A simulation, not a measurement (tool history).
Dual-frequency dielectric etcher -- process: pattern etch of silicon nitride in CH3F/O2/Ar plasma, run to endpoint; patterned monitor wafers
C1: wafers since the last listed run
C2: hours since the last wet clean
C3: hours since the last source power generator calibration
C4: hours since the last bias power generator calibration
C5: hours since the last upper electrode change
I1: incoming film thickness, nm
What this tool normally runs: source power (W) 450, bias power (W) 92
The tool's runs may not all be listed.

Run 1, day 0.000: usual settings; C1 0; C2 84.0; C3 2635.9; C4 2942.5; C5 2836.9; I1 43.21. Result: endpoint time (s) 57.5.
Run 2, day 1.217: usual settings but source power (W) 410; C1 453; C2 113.2; C3 2665.1; C4 2971.7; C5 2866.1; I1 42.94. Result: endpoint time (s) 58.0.
Run 3, day 4.104: usual settings but bias power (W) 110; C1 1077; C2 182.5; C3 2734.4; C4 3041.0; C5 2935.4; I1 42.54. Result: endpoint time (s) 52.8.
Run 4, day 5.421: usual settings but source power (W) 410, bias power (W) 85; C1 491; C2 214.1; C3 2766.0; C4 3072.6; C5 2967.0; I1 42.76. Result: endpoint time (s) 58.5.
Run 5, day 7.196: usual settings but source power (W) 410, bias power (W) 85; C1 662; C2 256.7; C3 2808.6; C4 3115.2; C5 3009.6; I1 42.52. Result: endpoint time (s) 58.0.
Run 6, day 8.242: usual settings but source power (W) 410, bias power (W) 85; C1 390; C2 281.8; C3 2833.7; C4 3140.3; C5 3034.7; I1 42.59. Result: endpoint time (s) 58.4.
Run 7, day 9.517: usual settings but source power (W) 380; C1 475; C2 312.4; C3 2864.3; C4 3170.9; C5 3065.3; I1 43.47. Result: endpoint time (s) 58.8.
Run 8, day 11.433: usual settings but source power (W) 380; C1 715; C2 358.4; C3 2910.3; C4 3216.9; C5 3111.3; I1 42.84. Result: endpoint time (s) 58.0.
Run 9, day 16.925: usual settings but source power (W) 380; C1 2049; C2 490.2; C3 3042.1; C4 3348.7; C5 3243.1; I1 42.74. Result: endpoint time (s) 57.1.
At day 18.579: wet clean of the chamber.
Run 10, day 18.600: usual settings; C1 251; C2 0.5; C3 3082.3; C4 3388.9; C5 3283.3; I1 43.15. Result: endpoint time (s) 57.5.
Run 11, day 19.854: usual settings; C1 467; C2 30.6; C3 3112.4; C4 3419.0; C5 3313.4; I1 43.26. Result: endpoint time (s) 57.9.
Run 12, day 21.979: usual settings but source power (W) 410, bias power (W) 115; C1 792; C2 81.6; C3 3163.4; C4 3470.0; C5 3364.4; I1 42.97. Result: endpoint time (s) 54.9.
Run 13, day 23.804: usual settings but source power (W) 530, bias power (W) 111; C1 680; C2 125.4; C3 3207.2; C4 3513.8; C5 3408.2; I1 43.02. Result: endpoint time (s) 51.1.
Run 14, day 25.600: usual settings but source power (W) 420, bias power (W) 79; C1 670; C2 168.5; C3 3250.3; C4 3556.9; C5 3451.3; I1 43.18. Result: endpoint time (s) 59.8.
Run 15, day 28.462: usual settings but bias power (W) 71; C1 1068; C2 237.2; C3 3319.0; C4 3625.6; C5 3520.0; I1 42.25. Result: endpoint time (s) 58.5.
Run 16, day 30.808: usual settings but source power (W) 530; C1 875; C2 293.5; C3 3375.3; C4 3681.9; C5 3576.3; I1 43.20. Result: endpoint time (s) 53.5.
Run 17, day 31.908: usual settings but source power (W) 530, bias power (W) 105; C1 410; C2 319.9; C3 3401.7; C4 3708.3; C5 3602.7; I1 42.76. Result: endpoint time (s) 50.8.
Run 18, day 33.788: usual settings but source power (W) 550, bias power (W) 103; C1 701; C2 365.0; C3 3446.8; C4 3753.4; C5 3647.8; I1 43.32. Result: endpoint time (s) 51.0.
Run 19, day 36.167: usual settings but bias power (W) 73; C1 887; C2 422.1; C3 3503.9; C4 3810.5; C5 3704.9; I1 42.64. Result: endpoint time (s) 58.5.
At day 38.008: wet clean of the chamber.
Run 20, day 38.029: usual settings but bias power (W) 75; C1 321; C2 0.5; C3 3548.6; C4 3855.2; C5 3749.6; I1 42.79. Result: endpoint time (s) 60.3.
At day 39.921: bias power generator calibrated.
Run 21, day 43.988: usual settings but bias power (W) 111; C1 2161; C2 143.5; C3 3691.6; C4 97.6; C5 3892.6; I1 42.54. Result: endpoint time (s) 52.8.
At day 46.275: upper electrode replaced.
Run 22, day 46.296: usual settings but source power (W) 500, bias power (W) 110; C1 488; C2 198.9; C3 3747.0; C4 153.0; C5 0.5; I1 42.96. Result: endpoint time (s) 52.0.
Run 23, day 48.646: usual settings but source power (W) 490, bias power (W) 81; C1 876; C2 255.3; C3 3803.4; C4 209.4; C5 56.9; I1 43.02. Result: endpoint time (s) 56.4.
Run 24, day 49.779: usual settings but source power (W) 370, bias power (W) 102; C1 422; C2 282.5; C3 3830.6; C4 236.6; C5 84.1; I1 43.17. Result: endpoint time (s) 57.7.
Run 25, day 50.796: usual settings; C1 379; C2 306.9; C3 3855.0; C4 261.0; C5 108.5; I1 43.17. Result: endpoint time (s) 55.3.
Run 26, day 53.333: usual settings but source power (W) 420; C1 946; C2 367.8; C3 3915.9; C4 321.9; C5 169.4; I1 43.14. Result: endpoint time (s) 56.5.
Run 27, day 55.671: usual settings but source power (W) 420, bias power (W) 100; C1 872; C2 423.9; C3 3972.0; C4 378.0; C5 225.5; I1 42.80. Result: endpoint time (s) 55.1.
At day 57.217: source power generator calibrated.
Run 28, day 57.238: usual settings but source power (W) 360, bias power (W) 113; C1 522; C2 461.5; C3 0.5; C4 415.6; C5 263.1; I1 42.74. Result: endpoint time (s) 55.5.
Run 29, day 58.612: usual settings but source power (W) 420, bias power (W) 105; C1 513; C2 494.5; C3 33.5; C4 448.6; C5 296.1; I1 42.71. Result: endpoint time (s) 53.8.
Run 30, day 60.179: usual settings; C1 584; C2 532.1; C3 71.1; C4 486.2; C5 333.7; I1 43.03. Result: endpoint time (s) 55.0.
At day 62.600: wet clean of the chamber.
Run 31, day 68.517: usual settings but source power (W) 520, bias power (W) 101; C1 2737; C2 142.0; C3 271.2; C4 686.3; C5 533.8; I1 42.69. Result: endpoint time (s) 52.0.
Run 32, day 71.025: usual settings; C1 935; C2 202.2; C3 331.4; C4 746.5; C5 594.0; I1 42.61. Result: endpoint time (s) 55.2.
Run 33, day 73.571: usual settings but source power (W) 350, bias power (W) 106; C1 949; C2 263.3; C3 392.5; C4 807.6; C5 655.1; I1 42.56. Result: endpoint time (s) 57.3.
At day 81.608: wet clean of the chamber.
Run 34, day 82.450: usual settings; C1 2939; C2 20.2; C3 605.6; C4 1020.7; C5 868.2; I1 43.33. Result: endpoint time (s) 57.2.

What if the next run were any one of these 5? Each begins from the tool's condition after run 34:
Run A, day 82.467: usual settings but bias power (W) 101; C1 6; C2 20.6; C3 606.0; C4 1021.1; C5 868.6; I1 42.56. Result: endpoint time (s) ?.
Run B, day 82.467: usual settings but source power (W) 540, bias power (W) 108; C1 6; C2 20.6; C3 606.0; C4 1021.1; C5 868.6; I1 42.56. Result: endpoint time (s) ?.
Run C, day 82.467: usual settings but source power (W) 410, bias power (W) 72; C1 6; C2 20.6; C3 606.0; C4 1021.1; C5 868.6; I1 42.56. Result: endpoint time (s) ?.
Run D, day 82.467: usual settings but source power (W) 500, bias power (W) 101; C1 6; C2 20.6; C3 606.0; C4 1021.1; C5 868.6; I1 42.56. Result: endpoint time (s) ?.
Run E, day 82.467: usual settings but source power (W) 560, bias power (W) 71; C1 6; C2 20.6; C3 606.0; C4 1021.1; C5 868.6; I1 42.56. Result: endpoint time (s) ?.

run  endpoint time (s)
  A               54.7
  B               50.7
  C               62.0
  D               53.0
  E               56.6
What these runs would have given with no unlogged condition in the tool:
run  endpoint time (s)
  A               55.1
  B               51.2
  C               62.5
  D               53.4
  E               57.1
